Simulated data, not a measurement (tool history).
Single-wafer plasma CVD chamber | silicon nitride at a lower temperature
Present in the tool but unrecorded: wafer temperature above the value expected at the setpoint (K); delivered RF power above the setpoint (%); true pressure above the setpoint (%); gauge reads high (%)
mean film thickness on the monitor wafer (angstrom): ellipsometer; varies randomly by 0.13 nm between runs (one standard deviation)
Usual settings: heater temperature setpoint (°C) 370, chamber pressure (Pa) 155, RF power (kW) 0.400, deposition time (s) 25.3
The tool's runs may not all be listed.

run,hour,heater temperature setpoint (°C),chamber pressure (Pa),RF power (kW),deposition time (s),wafers since the last listed run,hours since the last thermocouple change,hours since the last RF generator calibration,hours since the last manometer calibration,hours since the showerhead was replaced,hours since the gauge calibration,"read-back reference wafer on the same gauge, thickness_nm",mean film thickness on the monitor wafer (angstrom)
1,0.0,370,155,0.400,25.3,0,1598.3,1400.7,1221.8,2061.2,304.6,36.779,318.89
2,48.0,370,155,0.400,25.3,1625,1646.3,1448.7,1269.8,2109.2,352.6,36.693,319.41
3,73.0,370,155,0.400,25.3,846,1671.3,1473.7,1294.8,2134.2,377.6,36.618,318.42
4,129.5,370,155,0.400,25.3,1913,1727.8,1530.2,1351.3,2190.7,434.1,36.720,320.95
5,186.3,366,155,0.400,27.3,1923,1784.6,1587.0,1408.1,2247.5,490.9,36.609,342.92
6,232.1,363,155,0.415,25.3,1551,1830.4,1632.8,1453.9,2293.3,536.7,36.572,329.38
# hour 277.1: gauge calibrated
7,287.7,363,155,0.415,25.3,1882,1886.0,1688.4,1509.5,2348.9,10.6,37.444,333.37
# hour 313.8: RF generator calibrated
8,347.0,370,155,0.340,25.3,1737,1945.3,33.2,1568.8,2408.2,69.9,37.162,287.02
# hour 388.6: capacitance manometer re-zeroed and calibrated
9,414.7,363,155,0.415,25.3,2021,2013.0,100.9,26.1,2475.9,137.6,36.974,330.42
10,454.7,384,155,0.400,25.3,1354,2053.0,140.9,66.1,2515.9,177.6,36.874,318.94
# hour 463.0: thermocouple changed; heater temperature recalibrated
11,497.3,370,155,0.400,22.2,1171,34.3,183.5,108.7,2558.5,220.2,36.855,280.96
12,528.6,370,129,0.470,25.3,1059,65.6,214.8,140.0,2589.8,251.5,36.888,340.24
# hour 546.9: showerhead replaced
13,600.2,370,168,0.400,21.9,2153,137.2,286.4,211.6,53.3,323.1,36.745,283.31
14,714.0,379,155,0.400,28.8,3853,251.0,400.2,325.4,167.1,436.9,36.629,360.86

Here are 4 independent what-if runs from the current tool condition. What would each one return?
A,714.4,370,155,0.400,28.3,13,251.4,400.6,325.8,167.5,437.3,?,?
B,714.4,370,167,0.400,25.3,13,251.4,400.6,325.8,167.5,437.3,?,?
C,714.4,370,155,0.475,27.1,13,251.4,400.6,325.8,167.5,437.3,?,?
D,714.4,381,137,0.450,25.3,13,251.4,400.6,325.8,167.5,437.3,?,?

run,"read-back reference wafer on the same gauge, thickness_nm",mean film thickness on the monitor wafer (angstrom)
A,36.607,355.95
B,36.607,324.73
C,36.607,382.42
D,36.607,331.61
Had the tool no hidden state, the same runs would have come out as:
run,mean film thickness on the monitor wafer (angstrom)
A,365.25
B,333.21
C,392.40
D,340.27
